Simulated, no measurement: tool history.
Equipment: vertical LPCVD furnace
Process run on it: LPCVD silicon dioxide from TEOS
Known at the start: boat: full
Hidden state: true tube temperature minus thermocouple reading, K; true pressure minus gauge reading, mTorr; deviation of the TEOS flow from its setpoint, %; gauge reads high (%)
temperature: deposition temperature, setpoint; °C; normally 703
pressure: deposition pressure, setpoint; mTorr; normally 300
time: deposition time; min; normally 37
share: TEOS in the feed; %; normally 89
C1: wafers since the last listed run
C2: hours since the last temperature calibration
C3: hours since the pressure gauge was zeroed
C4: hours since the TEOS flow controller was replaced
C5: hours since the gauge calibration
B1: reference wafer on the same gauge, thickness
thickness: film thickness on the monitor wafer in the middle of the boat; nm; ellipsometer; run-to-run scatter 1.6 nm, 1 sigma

{"run": 1, "hour": 0.0, "temperature": 703, "pressure": 300, "time": 37, "share": 89, "C1": 0, "C2": 1710.7, "C3": 4134.9, "C4": 3730.8, "C5": 607.5, "B1": 375.21, "thickness": 360.75}
{"run": 2, "hour": 30.5, "temperature": 703, "pressure": 300, "time": 37, "share": 89, "C1": 398, "C2": 1741.2, "C3": 4165.4, "C4": 3761.3, "C5": 638, "B1": 374.97, "thickness": 361.68}
{"run": 3, "hour": 45.8, "temperature": 703, "pressure": 300, "time": 37, "share": 89, "C1": 199, "C2": 1756.5, "C3": 4180.7, "C4": 3776.6, "C5": 653.3, "B1": 374.95, "thickness": 363.22}
{"run": 4, "hour": 69.6, "temperature": 703, "pressure": 300, "time": 37, "share": 89, "C1": 310, "C2": 1780.3, "C3": 4204.5, "C4": 3800.4, "C5": 677.1, "B1": 375.09, "thickness": 360.3}
{"hour": 79.1, "done": "gauge calibrated"}
{"run": 5, "hour": 103.2, "temperature": 703, "pressure": 300, "time": 37, "share": 89, "C1": 438, "C2": 1813.9, "C3": 4238.1, "C4": 3834, "C5": 24.1, "B1": 375.07, "thickness": 361.93}
{"run": 6, "hour": 125.6, "temperature": 703, "pressure": 300, "time": 37, "share": 89, "C1": 292, "C2": 1836.3, "C3": 4260.5, "C4": 3856.4, "C5": 46.5, "B1": 375.6, "thickness": 362.69}
{"run": 7, "hour": 141.3, "temperature": 703, "pressure": 300, "time": 37, "share": 89, "C1": 205, "C2": 1852, "C3": 4276.2, "C4": 3872.1, "C5": 62.2, "B1": 375.12, "thickness": 366.14}
{"run": 8, "hour": 161.9, "temperature": 703, "pressure": 300, "time": 37, "share": 89, "C1": 268, "C2": 1872.6, "C3": 4296.8, "C4": 3892.7, "C5": 82.8, "B1": 374.8, "thickness": 360.8}
{"run": 9, "hour": 192.7, "temperature": 703, "pressure": 300, "time": 37, "share": 89, "C1": 402, "C2": 1903.4, "C3": 4327.6, "C4": 3923.5, "C5": 113.6, "B1": 375.11, "thickness": 363.92}
{"run": 10, "hour": 215.5, "temperature": 703, "pressure": 300, "time": 37, "share": 89, "C1": 297, "C2": 1926.2, "C3": 4350.4, "C4": 3946.3, "C5": 136.4, "B1": 374.74, "thickness": 360.26}
{"run": 11, "hour": 240.2, "temperature": 703, "pressure": 300, "time": 37, "share": 97, "C1": 322, "C2": 1950.9, "C3": 4375.1, "C4": 3971, "C5": 161.1, "B1": 375.12, "thickness": 377.31}
{"hour": 265.0, "done": "TEOS flow controller replaced"}
{"run": 12, "hour": 265.5, "temperature": 698, "pressure": 355, "time": 37, "share": 76, "C1": 16, "C2": 1976.2, "C3": 4400.4, "C4": 0.5, "C5": 186.4, "B1": 375.1, "thickness": 327.12}
{"run": 13, "hour": 282.2, "temperature": 692, "pressure": 335, "time": 26, "share": 78, "C1": 218, "C2": 1992.9, "C3": 4417.1, "C4": 17.2, "C5": 203.1, "B1": 374.56, "thickness": 195.82}
{"run": 14, "hour": 353.9, "temperature": 691, "pressure": 300, "time": 47.5, "share": 89, "C1": 936, "C2": 2064.6, "C3": 4488.8, "C4": 88.9, "C5": 274.8, "B1": 374.73, "thickness": 353.93}
{"run": 15, "hour": 375.1, "temperature": 706, "pressure": 270, "time": 50, "share": 95, "C1": 276, "C2": 2085.8, "C3": 4510, "C4": 110.1, "C5": 296, "B1": 375.32, "thickness": 514.75}
{"run": 16, "hour": 397.1, "temperature": 703, "pressure": 300, "time": 37, "share": 89, "C1": 287, "C2": 2107.8, "C3": 4532, "C4": 132.1, "C5": 318, "B1": 374.83, "thickness": 362.44}
{"run": 17, "hour": 414.9, "temperature": 703, "pressure": 320, "time": 37, "share": 89, "C1": 232, "C2": 2125.6, "C3": 4549.8, "C4": 149.9, "C5": 335.8, "B1": 375.05, "thickness": 375.6}
{"run": 18, "hour": 437.6, "temperature": 703, "pressure": 300, "time": 37, "share": 89, "C1": 296, "C2": 2148.3, "C3": 4572.5, "C4": 172.6, "C5": 358.5, "B1": 374.8, "thickness": 367.26}
{"hour": 467.5, "done": "thermocouples replaced and temperature profile calibrated"}
{"run": 19, "hour": 468.0, "temperature": 710, "pressure": 300, "time": 37, "share": 77, "C1": 83, "C2": 0.5, "C3": 4602.9, "C4": 203, "C5": 388.9, "B1": 374.82, "thickness": 361.99}
{"run": 20, "hour": 492.4, "temperature": 707, "pressure": 360, "time": 46.5, "share": 89, "C1": 318, "C2": 24.9, "C3": 4627.3, "C4": 227.4, "C5": 413.3, "B1": 375.01, "thickness": 502.93}
{"hour": 538.1, "done": "pressure gauge zeroed"}
{"run": 21, "hour": 538.6, "temperature": 703, "pressure": 365, "time": 32.5, "share": 89, "C1": 289, "C2": 71.1, "C3": 0.5, "C4": 273.6, "C5": 459.5, "B1": 375.11, "thickness": 328.51}
{"run": 22, "hour": 543.7, "temperature": 703, "pressure": 320, "time": 37, "share": 89, "C1": 66, "C2": 76.2, "C3": 5.6, "C4": 278.7, "C5": 464.6, "B1": 375.05, "thickness": 348.43}
{"run": 23, "hour": 570.0, "temperature": 703, "pressure": 340, "time": 31, "share": 89, "C1": 343, "C2": 102.5, "C3": 31.9, "C4": 305, "C5": 490.9, "B1": 375.32, "thickness": 301.46}
{"run": 24, "hour": 584.0, "temperature": 698, "pressure": 245, "time": 37, "share": 89, "C1": 182, "C2": 116.5, "C3": 45.9, "C4": 319, "C5": 504.9, "B1": 375.12, "thickness": 273.47}
{"run": 25, "hour": 615.9, "temperature": 703, "pressure": 300, "time": 37, "share": 97, "C1": 416, "C2": 148.4, "C3": 77.8, "C4": 350.9, "C5": 536.8, "B1": 374.98, "thickness": 354.77}
{"run": 26, "hour": 650.9, "temperature": 703, "pressure": 300, "time": 37, "share": 89, "C1": 457, "C2": 183.4, "C3": 112.8, "C4": 385.9, "C5": 571.8, "B1": 374.98, "thickness": 340.77}
{"run": 27, "hour": 670.5, "temperature": 696, "pressure": 300, "time": 37, "share": 89, "C1": 255, "C2": 203, "C3": 132.4, "C4": 405.5, "C5": 591.4, "B1": 375.07, "thickness": 290.07}
{"run": 28, "hour": 696.7, "temperature": 691, "pressure": 300, "time": 32.5, "share": 81, "C1": 342, "C2": 229.2, "C3": 158.6, "C4": 431.7, "C5": 617.6, "B1": 374.73, "thickness": 215.77}
{"run": 29, "hour": 725.8, "temperature": 709, "pressure": 300, "time": 37, "share": 97, "C1": 379, "C2": 258.3, "C3": 187.7, "C4": 460.8, "C5": 646.7, "B1": 375.14, "thickness": 408.92}
{"run": 30, "hour": 743.3, "temperature": 703, "pressure": 300, "time": 37, "share": 89, "C1": 228, "C2": 275.8, "C3": 205.2, "C4": 478.3, "C5": 664.2, "B1": 375.16, "thickness": 342.66}

The tool's hidden state at each run:
true pressure minus gauge reading, mTorr: 0 in every run
deviation of the TEOS flow from its setpoint, %: 0 in every run
gauge reads high (%): 0 in every run
H1: true tube temperature minus thermocouple reading, K
run=1 H1=3.49
run=2 H1=3.51
run=3 H1=3.51
run=4 H1=3.53
run=5 H1=3.54
run=6 H1=3.55
run=7 H1=3.56
run=8 H1=3.57
run=9 H1=3.59
run=10 H1=3.6
run=11 H1=3.61
run=12 H1=3.62
run=13 H1=3.62
run=14 H1=3.65
run=15 H1=3.66
run=16 H1=3.67
run=17 H1=3.67
run=18 H1=3.68
run=19 H1=0.0212
run=20 H1=0.138
run=21 H1=0.348
run=22 H1=0.371
run=23 H1=0.484
run=24 H1=0.544
run=25 H1=0.674
run=26 H1=0.812
run=27 H1=0.886
run=28 H1=0.983
run=29 H1=1.09
run=30 H1=1.15
